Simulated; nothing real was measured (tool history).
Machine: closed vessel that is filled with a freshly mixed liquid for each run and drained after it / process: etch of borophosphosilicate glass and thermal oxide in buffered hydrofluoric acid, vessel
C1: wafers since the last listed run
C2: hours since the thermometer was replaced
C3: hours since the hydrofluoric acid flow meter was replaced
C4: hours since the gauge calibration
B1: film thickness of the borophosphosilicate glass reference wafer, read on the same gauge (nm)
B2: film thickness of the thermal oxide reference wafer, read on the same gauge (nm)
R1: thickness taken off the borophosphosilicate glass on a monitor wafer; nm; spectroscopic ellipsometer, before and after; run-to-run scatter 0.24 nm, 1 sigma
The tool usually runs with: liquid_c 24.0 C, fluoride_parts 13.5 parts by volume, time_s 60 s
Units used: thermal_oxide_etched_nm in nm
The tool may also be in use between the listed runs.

run 1 hour=0.0 | liquid_c=26.0 fluoride_parts=18.5 time_s=80 | C1=0 C2=78.0 C3=973.7 C4=945.7 | B1=60.01 B2=50.00 | R1=57.13 thermal_oxide_etched_nm=57.03
run 2 hour=14.5 | liquid_c=28.5 fluoride_parts=13.5 time_s=60 | C1=1510 C2=92.5 C3=988.2 C4=960.2 | B1=59.99 B2=50.01 | R1=66.01 thermal_oxide_etched_nm=67.19
run 3 hour=47.8 | liquid_c=24.0 fluoride_parts=16.0 time_s=60 | C1=3468 C2=125.8 C3=1021.5 C4=993.5 | B1=60.00 B2=49.99 | R1=44.28 thermal_oxide_etched_nm=44.42
run 4 hour=73.8 | liquid_c=26.5 fluoride_parts=10.0 time_s=75 | C1=2707 C2=151.8 C3=1047.5 C4=1019.5 | B1=59.99 B2=50.00 | R1=99.83 thermal_oxide_etched_nm=100.96
run 5 hour=100.6 | liquid_c=24.0 fluoride_parts=18.0 time_s=35 | C1=2791 C2=178.6 C3=1074.3 C4=1046.3 | B1=60.01 B2=50.01 | R1=22.74 thermal_oxide_etched_nm=23.04
run 6 hour=122.3 | liquid_c=24.0 fluoride_parts=13.5 time_s=60 | C1=2259 C2=200.3 C3=1096.0 C4=1068.0 | B1=60.00 B2=49.98 | R1=51.89 thermal_oxide_etched_nm=52.45
run 7 hour=138.7 | liquid_c=25.5 fluoride_parts=8.5 time_s=60 | C1=1707 C2=216.7 C3=1112.4 C4=1084.4 | B1=60.02 B2=49.99 | R1=85.23 thermal_oxide_etched_nm=86.26
run 8 hour=230.6 | liquid_c=22.5 fluoride_parts=15.5 time_s=45 | C1=9571 C2=308.6 C3=1204.3 C4=1176.3 | B1=60.00 B2=50.03 | R1=31.18 thermal_oxide_etched_nm=31.41
-- hour=244.2 gauge calibrated
run 9 hour=260.9 | liquid_c=24.0 fluoride_parts=13.5 time_s=60 | C1=3155 C2=338.9 C3=1234.6 C4=16.7 | B1=59.98 B2=50.00 | R1=51.80 thermal_oxide_etched_nm=52.41
run 10 hour=287.1 | liquid_c=24.0 fluoride_parts=17.0 time_s=60 | C1=2728 C2=365.1 C3=1260.8 C4=42.9 | B1=59.99 B2=50.00 | R1=41.03 thermal_oxide_etched_nm=41.50
run 11 hour=312.2 | liquid_c=21.0 fluoride_parts=8.5 time_s=60 | C1=2614 C2=390.2 C3=1285.9 C4=68.0 | B1=60.03 B2=49.99 | R1=66.28 thermal_oxide_etched_nm=66.73
-- hour=339.6 hydrofluoric acid flow meter replaced
run 12 hour=341.8 | liquid_c=28.5 fluoride_parts=17.0 time_s=35 | C1=2978 C2=419.8 C3=2.2 C4=97.6 | B1=60.01 B2=49.99 | R1=32.24 thermal_oxide_etched_nm=32.63
run 13 hour=358.2 | liquid_c=22.5 fluoride_parts=9.0 time_s=35 | C1=1707 C2=436.2 C3=18.6 C4=114.0 | B1=60.00 B2=49.96 | R1=42.13 thermal_oxide_etched_nm=42.59
run 14 hour=377.8 | liquid_c=20.0 fluoride_parts=19.0 time_s=95 | C1=2041 C2=455.8 C3=38.2 C4=133.6 | B1=60.00 B2=50.01 | R1=49.21 thermal_oxide_etched_nm=50.18
run 15 hour=409.2 | liquid_c=28.5 fluoride_parts=13.5 time_s=40 | C1=3270 C2=487.2 C3=69.6 C4=165.0 | B1=60.00 B2=49.99 | R1=46.28 thermal_oxide_etched_nm=46.40
run 16 hour=444.8 | liquid_c=28.0 fluoride_parts=13.5 time_s=60 | C1=3707 C2=522.8 C3=105.2 C4=200.6 | B1=60.00 B2=49.99 | R1=67.69 thermal_oxide_etched_nm=67.91
run 17 hour=474.2 | liquid_c=24.0 fluoride_parts=10.5 time_s=60 | C1=3061 C2=552.2 C3=134.6 C4=230.0 | B1=60.01 B2=50.00 | R1=69.35 thermal_oxide_etched_nm=70.19
run 18 hour=490.6 | liquid_c=24.0 fluoride_parts=13.5 time_s=60 | C1=1707 C2=568.6 C3=151.0 C4=246.4 | B1=60.01 B2=49.96 | R1=54.48 thermal_oxide_etched_nm=54.84
run 19 hour=510.2 | liquid_c=24.0 fluoride_parts=13.5 time_s=60 | C1=2041 C2=588.2 C3=170.6 C4=266.0 | B1=59.99 B2=50.05 | R1=54.37 thermal_oxide_etched_nm=55.08
run 20 hour=535.3 | liquid_c=26.5 fluoride_parts=16.0 time_s=60 | C1=2614 C2=613.3 C3=195.7 C4=291.1 | B1=60.01 B2=49.95 | R1=51.93 thermal_oxide_etched_nm=53.06
run 21 hour=566.5 | liquid_c=24.0 fluoride_parts=13.5 time_s=75 | C1=3249 C2=644.5 C3=226.9 C4=322.3 | B1=59.99 B2=49.99 | R1=67.54 thermal_oxide_etched_nm=68.60
run 22 hour=579.2 | liquid_c=24.0 fluoride_parts=18.0 time_s=90 | C1=1322 C2=657.2 C3=239.6 C4=335.0 | B1=60.00 B2=50.02 | R1=61.20 thermal_oxide_etched_nm=61.51
run 23 hour=594.7 | liquid_c=24.0 fluoride_parts=13.5 time_s=60 | C1=1614 C2=672.7 C3=255.1 C4=350.5 | B1=60.01 B2=50.02 | R1=54.03 thermal_oxide_etched_nm=54.52
run 24 hour=626.8 | liquid_c=24.0 fluoride_parts=15.5 time_s=60 | C1=3343 C2=704.8 C3=287.2 C4=382.6 | B1=60.00 B2=50.01 | R1=47.00 thermal_oxide_etched_nm=47.73

5 options for the next run, each taken on its own from the tool as it stands now. Forecast them:
run A hour=627.5 | liquid_c=24.0 fluoride_parts=13.5 time_s=60 | C1=72 C2=705.5 C3=287.9 C4=383.3 | B1=? B2=? | R1=? thermal_oxide_etched_nm=?
run B hour=627.5 | liquid_c=21.5 fluoride_parts=8.0 time_s=80 | C1=72 C2=705.5 C3=287.9 C4=383.3 | B1=? B2=? | R1=? thermal_oxide_etched_nm=?
run C hour=627.5 | liquid_c=28.5 fluoride_parts=15.5 time_s=50 | C1=72 C2=705.5 C3=287.9 C4=383.3 | B1=? B2=? | R1=? thermal_oxide_etched_nm=?
run D hour=627.5 | liquid_c=19.5 fluoride_parts=11.0 time_s=85 | C1=72 C2=705.5 C3=287.9 C4=383.3 | B1=? B2=? | R1=? thermal_oxide_etched_nm=?
run E hour=627.5 | liquid_c=21.5 fluoride_parts=17.5 time_s=30 | C1=72 C2=705.5 C3=287.9 C4=383.3 | B1=? B2=? | R1=? thermal_oxide_etched_nm=?

run=A B1=59.96 B2=49.97 R1=53.86 thermal_oxide_etched_nm=54.33
run=B B1=59.96 B2=49.97 R1=102.32 thermal_oxide_etched_nm=102.63
run=C B1=59.96 B2=49.97 R1=49.79 thermal_oxide_etched_nm=50.37
run=D B1=59.96 B2=49.97 R1=72.97 thermal_oxide_etched_nm=73.30
run=E B1=59.96 B2=49.97 R1=18.19 thermal_oxide_etched_nm=18.34
Without the tool's hidden state the same runs would have given:
run=A R1=54.56 thermal_oxide_etched_nm=55.03
run=B R1=103.81 thermal_oxide_etched_nm=104.10
run=C R1=50.44 thermal_oxide_etched_nm=51.03
run=D R1=73.91 thermal_oxide_etched_nm=74.25
run=E R1=18.42 thermal_oxide_etched_nm=18.58

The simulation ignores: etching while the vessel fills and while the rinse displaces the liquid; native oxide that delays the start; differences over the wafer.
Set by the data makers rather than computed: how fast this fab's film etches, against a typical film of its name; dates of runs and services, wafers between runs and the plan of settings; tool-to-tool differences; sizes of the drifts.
